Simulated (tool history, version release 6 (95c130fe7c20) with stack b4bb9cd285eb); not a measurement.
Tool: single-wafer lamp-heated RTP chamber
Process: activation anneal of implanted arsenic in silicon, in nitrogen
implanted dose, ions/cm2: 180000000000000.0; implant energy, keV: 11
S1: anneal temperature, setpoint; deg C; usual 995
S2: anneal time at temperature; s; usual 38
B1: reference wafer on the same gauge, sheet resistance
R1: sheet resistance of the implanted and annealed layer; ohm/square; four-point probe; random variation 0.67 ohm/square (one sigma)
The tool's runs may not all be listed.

run 1 hour=0.0 | S1=995 S2=53 | B1=440.23 | R1=445.07
run 2 hour=8.1 | S1=995 S2=53 | B1=440.30 | R1=444.70
run 3 hour=23.5 | S1=995 S2=53 | B1=439.84 | R1=445.52
run 4 hour=34.0 | S1=973 S2=38 | B1=439.67 | R1=452.80
run 5 hour=48.3 | S1=995 S2=38 | B1=440.24 | R1=448.69
run 6 hour=62.8 | S1=995 S2=38 | B1=440.01 | R1=448.27
run 7 hour=75.5 | S1=995 S2=38 | B1=439.80 | R1=448.01
run 8 hour=91.0 | S1=995 S2=38 | B1=439.75 | R1=447.31
run 9 hour=101.8 | S1=1006 S2=38 | B1=440.18 | R1=444.61
run 10 hour=108.8 | S1=995 S2=38 | B1=440.02 | R1=448.85
-- hour=119.3 pyrometer window cleaned and pyrometer calibrated
run 11 hour=119.8 | S1=995 S2=38 | B1=439.94 | R1=449.49
run 12 hour=127.3 | S1=995 S2=56 | B1=440.19 | R1=444.54
run 13 hour=138.3 | S1=995 S2=56 | B1=440.31 | R1=444.26
run 14 hour=148.9 | S1=995 S2=56 | B1=439.77 | R1=445.53
run 15 hour=157.6 | S1=995 S2=38 | B1=439.96 | R1=449.66
-- hour=162.7 gauge calibrated
run 16 hour=166.2 | S1=995 S2=38 | B1=440.02 | R1=449.29
run 17 hour=174.5 | S1=995 S2=38 | B1=439.93 | R1=448.89
run 18 hour=186.1 | S1=971 S2=26 | B1=439.86 | R1=456.70
run 19 hour=192.3 | S1=995 S2=38 | B1=440.19 | R1=447.63
run 20 hour=198.8 | S1=1020 S2=46 | B1=439.94 | R1=438.57
run 21 hour=207.6 | S1=995 S2=38 | B1=439.85 | R1=449.20
run 22 hour=218.2 | S1=1023 S2=23 | B1=440.06 | R1=446.19
run 23 hour=231.8 | S1=983 S2=38 | B1=439.94 | R1=451.71
-- hour=250.5 reflector plate cleaned
run 24 hour=251.0 | S1=995 S2=30 | B1=439.96 | R1=448.84
run 25 hour=259.2 | S1=1003 S2=32 | B1=439.96 | R1=447.33
run 26 hour=273.3 | S1=1023 S2=23 | B1=439.82 | R1=445.36
run 27 hour=286.2 | S1=995 S2=38 | B1=439.90 | R1=448.46
run 28 hour=300.6 | S1=995 S2=25 | B1=440.17 | R1=451.90
run 29 hour=315.9 | S1=995 S2=38 | B1=440.07 | R1=447.98
run 30 hour=324.6 | S1=978 S2=17 | B1=440.20 | R1=455.58
run 31 hour=332.0 | S1=995 S2=38 | B1=440.17 | R1=449.55
run 32 hour=346.3 | S1=995 S2=38 | B1=439.87 | R1=449.63
run 33 hour=354.0 | S1=1022 S2=29 | B1=440.20 | R1=444.48
run 34 hour=364.8 | S1=972 S2=47 | B1=440.12 | R1=452.23

The tool's hidden state at each run:
true wafer temperature minus pyrometer reading, K: 0 in every run
wafer temperature error from the tarnished reflector plate, K: 0 in every run
gauge reads high (%): 0 in every run
